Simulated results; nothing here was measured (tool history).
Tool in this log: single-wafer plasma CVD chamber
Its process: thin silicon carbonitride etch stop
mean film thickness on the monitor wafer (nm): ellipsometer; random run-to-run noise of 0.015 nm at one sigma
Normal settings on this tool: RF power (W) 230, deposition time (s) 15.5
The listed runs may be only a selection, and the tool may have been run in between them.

| run | hour | RF power (W) | deposition time (s) | wafers since the last listed run | hours since the last thermocouple change | hours since the last RF generator calibration | hours since the showerhead was replaced | hours since the gauge calibration | read-back reference wafer on the same gauge, thickness_nm | mean film thickness on the monitor wafer (nm) |
|---|---|---|---|---|---|---|---|---|---|---|
| 1 | 0.0 | 230 | 17.9 | 0 | 2038.3 | 1463.4 | 6754.3 | 235.6 | 11.269 | 11.672 |
| 2 | 10.7 | 230 | 17.9 | 288 | 2049.0 | 1474.1 | 6765.0 | 246.3 | 11.270 | 11.695 |
| 3 | 22.8 | 230 | 17.9 | 326 | 2061.1 | 1486.2 | 6777.1 | 258.4 | 11.279 | 11.724 |
| 4 | 40.6 | 230 | 15.5 | 479 | 2078.9 | 1504.0 | 6794.9 | 276.2 | 11.286 | 10.119 |
| 5 | 49.3 | 230 | 15.5 | 234 | 2087.6 | 1512.7 | 6803.6 | 284.9 | 11.285 | 10.129 |
| 6 | 59.6 | 255 | 15.5 | 277 | 2097.9 | 1523.0 | 6813.9 | 295.2 | 11.284 | 10.407 |
| 7 | 70.4 | 200 | 15.5 | 291 | 2108.7 | 1533.8 | 6824.7 | 306.0 | 11.292 | 9.810 |
| 8 | 77.4 | 200 | 15.5 | 188 | 2115.7 | 1540.8 | 6831.7 | 313.0 | 11.291 | 9.823 |
| 9 | 91.8 | 230 | 15.5 | 388 | 2130.1 | 1555.2 | 6846.1 | 327.4 | 11.302 | 10.151 |
| 10 | 100.1 | 230 | 15.5 | 223 | 2138.4 | 1563.5 | 6854.4 | 335.7 | 11.304 | 10.131 |
|  | 107.3 | gauge calibrated |
| 11 | 117.1 | 230 | 15.5 | 458 | 2155.4 | 1580.5 | 6871.4 | 9.8 | 11.190 | 10.031 |
| 12 | 134.6 | 230 | 15.5 | 471 | 2172.9 | 1598.0 | 6888.9 | 27.3 | 11.199 | 10.059 |
|  | 155.0 | thermocouple changed; heater temperature recalibrated |
|  | 163.4 | RF generator calibrated |
| 13 | 163.9 | 230 | 15.5 | 358 | 8.9 | 0.5 | 6918.2 | 56.6 | 11.209 | 10.064 |
| 14 | 164.2 | 230 | 13.9 | 8 | 9.2 | 0.8 | 6918.5 | 56.9 | 11.209 | 9.023 |
| 15 | 164.5 | 275 | 12.4 | 8 | 9.5 | 1.1 | 6918.8 | 57.2 | 11.209 | 8.425 |
| 16 | 181.0 | 215 | 15.5 | 444 | 26.0 | 17.6 | 6935.3 | 73.7 | 11.211 | 9.902 |
| 17 | 188.0 | 190 | 14.4 | 188 | 33.0 | 24.6 | 6942.3 | 80.7 | 11.213 | 8.940 |
| 18 | 198.5 | 250 | 12.8 | 283 | 43.5 | 35.1 | 6952.8 | 91.2 | 11.221 | 8.502 |
| 19 | 205.9 | 265 | 17.6 | 199 | 50.9 | 42.5 | 6960.2 | 98.6 | 11.222 | 11.841 |
| 20 | 214.5 | 255 | 16.6 | 231 | 59.5 | 51.1 | 6968.8 | 107.2 | 11.224 | 11.058 |
| 21 | 228.4 | 230 | 15.5 | 374 | 73.4 | 65.0 | 6982.7 | 121.1 | 11.228 | 10.093 |
|  | 251.2 | showerhead replaced |
| 22 | 251.7 | 230 | 15.5 | 412 | 96.7 | 88.3 | 0.5 | 144.4 | 11.236 | 10.076 |
| 23 | 259.6 | 205 | 16.7 | 212 | 104.6 | 96.2 | 8.4 | 152.3 | 11.237 | 10.573 |
| 24 | 276.9 | 245 | 13.2 | 466 | 121.9 | 113.5 | 25.7 | 169.6 | 11.243 | 8.736 |
| 25 | 291.3 | 230 | 14.1 | 388 | 136.3 | 127.9 | 40.1 | 184.0 | 11.251 | 9.191 |
| 26 | 297.7 | 230 | 17.8 | 172 | 142.7 | 134.3 | 46.5 | 190.4 | 11.249 | 11.567 |
| 27 | 310.1 | 230 | 15.5 | 334 | 155.1 | 146.7 | 58.9 | 202.8 | 11.252 | 10.134 |
| 28 | 316.3 | 200 | 14.5 | 167 | 161.3 | 152.9 | 65.1 | 209.0 | 11.259 | 9.157 |

3 options for the next run, each taken on its own from the tool as it stands now. Forecast them:
| A | 316.7 | 230 | 14.7 | 10 | 161.7 | 153.3 | 65.5 | 209.4 | ? | ? |
| B | 316.7 | 260 | 15.5 | 10 | 161.7 | 153.3 | 65.5 | 209.4 | ? | ? |
| C | 316.7 | 270 | 13.5 | 10 | 161.7 | 153.3 | 65.5 | 209.4 | ? | ? |

| run | read-back reference wafer on the same gauge, thickness_nm | mean film thickness on the monitor wafer (nm) |
|---|---|---|
| A | 11.255 | 9.597 |
| B | 11.255 | 10.427 |
| C | 11.255 | 9.167 |
Take away the tool's hidden state, keep each run's random variation, and the runs would have read:
| run | mean film thickness on the monitor wafer (nm) |
|---|---|
| A | 9.549 |
| B | 10.374 |
| C | 9.121 |
